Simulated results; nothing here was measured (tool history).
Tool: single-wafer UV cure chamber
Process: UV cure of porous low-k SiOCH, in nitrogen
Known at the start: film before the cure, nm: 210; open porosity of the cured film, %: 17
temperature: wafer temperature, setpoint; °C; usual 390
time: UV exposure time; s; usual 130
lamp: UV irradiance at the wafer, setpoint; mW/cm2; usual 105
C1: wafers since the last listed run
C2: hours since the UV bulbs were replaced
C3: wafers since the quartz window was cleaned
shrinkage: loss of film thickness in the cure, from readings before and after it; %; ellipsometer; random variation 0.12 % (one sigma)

Run 1, day 0: usual settings; C1 0; C2 999.9; C3 621. Result: shrinkage 8.489 %.
Run 2, day 1.062: usual settings; C1 135; C2 1025.4; C3 757. Result: shrinkage 8.675 %.
Run 3, day 1.838: usual settings; C1 99; C2 1044; C3 856. Result: shrinkage 8.579 %.
Run 4, day 2.833: usual settings; C1 127; C2 1067.9; C3 983. Result: shrinkage 8.629 %.
Run 5, day 3.5: usual settings; C1 85; C2 1083.9; C3 1069. Result: shrinkage 8.423 %.
Run 6, day 4.408: usual settings but time 90 s, lamp 85 mW/cm2; C1 116; C2 1105.7; C3 1185. Result: shrinkage 6.16 %.
Run 7, day 5.175: usual settings but time 90 s, lamp 85 mW/cm2; C1 98; C2 1124.1; C3 1283. Result: shrinkage 6.088 %.
Run 8, day 6.004: usual settings; C1 106; C2 1144; C3 1389. Result: shrinkage 8.322 %.
Run 9, day 7.138: usual settings but time 105 s; C1 145; C2 1171.2; C3 1534. Result: shrinkage 7.416 %.
Run 10, day 8.492: usual settings but time 105 s; C1 173; C2 1203.7; C3 1708. Result: shrinkage 7.607 %.
Run 11, day 12.375: usual settings but time 105 s; C1 496; C2 1296.9; C3 2205. Result: shrinkage 7.565 %.
Run 12, day 13.538: usual settings; C1 148; C2 1324.8; C3 2353. Result: shrinkage 8.266 %.
Run 13, day 14.912: usual settings; C1 175; C2 1357.8; C3 2529. Result: shrinkage 8.376 %.
Run 14, day 15.617: usual settings but time 180 s; C1 90; C2 1374.7; C3 2619. Result: shrinkage 9.771 %.
Run 15, day 16.742: usual settings but lamp 82 mW/cm2; C1 143; C2 1401.7; C3 2763. Result: shrinkage 7.311 %.
Run 16, day 17.462: usual settings but temperature 401 °C; C1 92; C2 1419; C3 2856. Result: shrinkage 8.375 %.
Run 17, day 18.25: usual settings but temperature 401 °C; C1 100; C2 1437.9; C3 2956. Result: shrinkage 8.769 %.
Run 18, day 19.675: usual settings but lamp 74 mW/cm2; C1 182; C2 1472.1; C3 3139. Result: shrinkage 7.045 %.
Run 19, day 20.421: usual settings; C1 95; C2 1490; C3 3234. Result: shrinkage 8.391 %.
Run 20, day 21.5: usual settings but temperature 382 °C, time 180 s, lamp 116 mW/cm2; C1 138; C2 1515.9; C3 3372. Result: shrinkage 10.086 %.
Run 21, day 22.95: usual settings; C1 185; C2 1550.7; C3 3558. Result: shrinkage 8.384 %.
Run 22, day 24.158: usual settings but lamp 133 mW/cm2; C1 154; C2 1579.7; C3 3713. Result: shrinkage 9.334 %.
Run 23, day 25.35: usual settings but time 105 s, lamp 121 mW/cm2; C1 152; C2 1608.3; C3 3865. Result: shrinkage 7.917 %.
Run 24, day 26.488: usual settings but temperature 399 °C, time 100 s, lamp 75 mW/cm2; C1 145; C2 1635.6; C3 4011. Result: shrinkage 5.952 %.
Run 25, day 27.4: usual settings but time 85 s; C1 116; C2 1657.5; C3 4127. Result: shrinkage 6.574 %.
At day 28.083: UV bulbs replaced.
At day 28.442: quartz window cleaned.
Run 26, day 28.821: usual settings but temperature 384 °C, time 180 s, lamp 140 mW/cm2; C1 96; C2 17.7; C3 48. Result: shrinkage 12.363 %.
Run 27, day 29.992: usual settings but lamp 123 mW/cm2; C1 149; C2 45.8; C3 198. Result: shrinkage 10.511 %.
Run 28, day 31.1: usual settings but temperature 395 °C, time 75 s, lamp 139 mW/cm2; C1 141; C2 72.4; C3 340. Result: shrinkage 8.414 %.
Run 29, day 32.496: usual settings but time 195 s, lamp 133 mW/cm2; C1 178; C2 105.9; C3 518. Result: shrinkage 12.459 %.
Run 30, day 33.758: usual settings but temperature 376 °C, time 110 s, lamp 84 mW/cm2; C1 161; C2 136.2; C3 680. Result: shrinkage 7.533 %.
Run 31, day 34.9: usual settings but time 205 s; C1 146; C2 163.6; C3 826. Result: shrinkage 11.428 %.
Run 32, day 36.204: usual settings; C1 166; C2 194.9; C3 993. Result: shrinkage 9.586 %.
Run 33, day 37.354: usual settings; C1 147; C2 222.5; C3 1140. Result: shrinkage 9.197 %.
Run 34, day 38.612: usual settings; C1 161; C2 252.7; C3 1301. Result: shrinkage 9.347 %.

Measured less the same run without the tool's hidden state. The same run-to-run variation is in both; the gauge's scatter may not be:
The hidden state here: lamp output below its setpoint, %; transmission lost against a clean window, %.
run  shrinkage
  1     -1.239
  2     -1.282
  3      -1.28
  4     -1.302
  5      -1.28
  6     -1.194
  7      -1.19
  8     -1.296
  9     -1.269
 10     -1.318
 11     -1.352
 12     -1.371
 13     -1.402
 14     -1.466
 15     -1.365
 16     -1.401
 17     -1.474
 18     -1.396
 19     -1.451
 20     -1.531
 21     -1.468
 22      -1.51
 23      -1.44
 24     -1.334
 25     -1.395
 26      -0.07
 27     -0.128
 28     -0.172
 29     -0.265
 30     -0.284
 31     -0.373
 32     -0.418
 33      -0.45
 34     -0.509
